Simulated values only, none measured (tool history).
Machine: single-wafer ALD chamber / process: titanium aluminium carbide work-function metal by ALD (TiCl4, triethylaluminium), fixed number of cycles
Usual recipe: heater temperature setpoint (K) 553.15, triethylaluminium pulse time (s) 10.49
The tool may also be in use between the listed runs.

run     day  heater temperature setpoint (K)  triethylaluminium pulse time (s)  wafers since the last listed run  hours since the last thermocouple change  hours since the last triethylaluminium bottle change  hours since the showerhead was replaced  hours since the gauge calibration  read-back reference wafer on the same gauge, thickness_nm  mean film thickness on the monitor wafer (angstrom)
  1       0                           543.15                             10.49                                 0                                    1389.6                                                 360.6                                   3792.6                               69.3                                                      1.332                                                15.64
  2   2.138                           543.15                             10.49                               386                                    1440.9                                                 411.9                                   3843.9                              120.6                                                       1.33                                                15.68
  3   4.883                           553.15                             10.49                               496                                    1506.8                                                 477.8                                   3909.8                              186.5                                                      1.328                                                16.37
  4   7.425                           553.15                             10.49                               459                                    1567.8                                                 538.8                                   3970.8                              247.5                                                      1.332                                                16.44
  5  10.408                           553.15                             10.49                               539                                    1639.4                                                 610.4                                   4042.4                              319.1                                                       1.33                                                16.52
  6  11.433                           553.15                             10.49                               185                                      1664                                                   635                                     4067                              343.7                                                       1.33                                                16.53
  7  13.779                           553.15                             10.49                               423                                    1720.3                                                 691.3                                   4123.3                                400                                                       1.33                                                16.47
  8  16.608                           553.15                             10.49                               511                                    1788.2                                                 759.2                                   4191.2                              467.9                                                       1.33                                                16.33
  9  18.388                           553.15                             10.49                               321                                    1830.9                                                 801.9                                   4233.9                              510.6                                                      1.328                                                 16.5
 10  25.767                           553.15                             10.49                              1333                                      2008                                                   979                                     4411                              687.7                                                      1.331                                                16.47
 11  27.054                           553.15                              13.8                               232                                    2038.9                                                1009.9                                   4441.9                              718.6                                                      1.329                                                16.62
 12  29.838                           553.15                              13.8                               503                                    2105.7                                                1076.7                                   4508.7                              785.4                                                      1.329                                                16.71
     31.246  -- thermocouple changed; heater temperature recalibrated
 13  31.371                           558.15                             10.49                               216                                         3                                                1113.5                                   4545.5                              822.2                                                      1.331                                                17.01
 14  33.054                           553.15                             10.49                               304                                      43.4                                                1153.9                                   4585.9                              862.6                                                       1.33                                                16.84
     33.992  -- showerhead replaced
 15  35.162                           553.15                              8.32                               320                                        94                                                1204.5                                     28.1                              913.2                                                      1.329                                                16.63
     36.238  -- triethylaluminium bottle replaced
 16  37.458                           566.15                             10.49                               354                                     149.1                                                  29.3                                     83.2                              968.3                                                       1.33                                                17.94
 17  39.312                           553.15                             13.03                               335                                     193.6                                                  73.8                                    127.7                             1012.8                                                      1.328                                                17.18
 18  41.129                           542.15                             14.04                               328                                     237.2                                                 117.4                                    171.3                             1056.4                                                      1.333                                                16.23
 19  43.179                           539.15                             14.24                               370                                     286.4                                                 166.6                                    220.5                             1105.6                                                      1.333                                                15.83
     44.642  -- gauge calibrated
     46.942  -- thermocouple changed; heater temperature recalibrated, repeated, since the last time left the tool worse
 20  50.221                           547.15                              8.23                              1212                                      78.7                                                 335.6                                    389.5                              133.9                                                      1.331                                                15.44
 21  51.862                           543.15                             10.49                               296                                     118.1                                                   375                                    428.9                              173.3                                                      1.329                                                15.34
 22  53.962                           561.15                              6.31                               379                                     168.5                                                 425.4                                    479.3                              223.7                                                      1.328                                                16.26
 23  56.483                           540.15                              8.54                               455                                       229                                                 485.9                                    539.8                              284.2                                                      1.329                                                14.93
 24  59.462                           553.15                             12.59                               538                                     300.5                                                 557.4                                    611.3                              355.7                                                      1.329                                                16.53
 25  61.371                           539.15                             10.49                               344                                     346.3                                                 603.2                                    657.1                              401.5                                                       1.33                                                15.17
 26  63.629                           545.15                             10.49                               408                                     400.5                                                 657.4                                    711.3                              455.7                                                       1.33                                                15.73

Below are 4 alternative next runs, each starting from the tool's condition after run 26. Predict each:
  A  63.646                           553.15                             10.49                                 3                                     400.9                                                 657.8                                    711.7                              456.1                                                          ?                                                    ?
  B  63.646                           543.15                             14.45                                 3                                     400.9                                                 657.8                                    711.7                              456.1                                                          ?                                                    ?
  C  63.646                           561.15                             14.37                                 3                                     400.9                                                 657.8                                    711.7                              456.1                                                          ?                                                    ?
  D  63.646                           566.15                             12.08                                 3                                     400.9                                                 657.8                                    711.7                              456.1                                                          ?                                                    ?

run  read-back reference wafer on the same gauge, thickness_nm  mean film thickness on the monitor wafer (angstrom)
  A                                                       1.33                                                16.16
  B                                                       1.33                                                15.61
  C                                                       1.33                                                17.07
  D                                                       1.33                                                17.35
Had the tool no hidden state, the same runs would have come out as:
run  mean film thickness on the monitor wafer (angstrom)
  A                                                16.05
  B                                                15.49
  C                                                16.95
  D                                                17.23
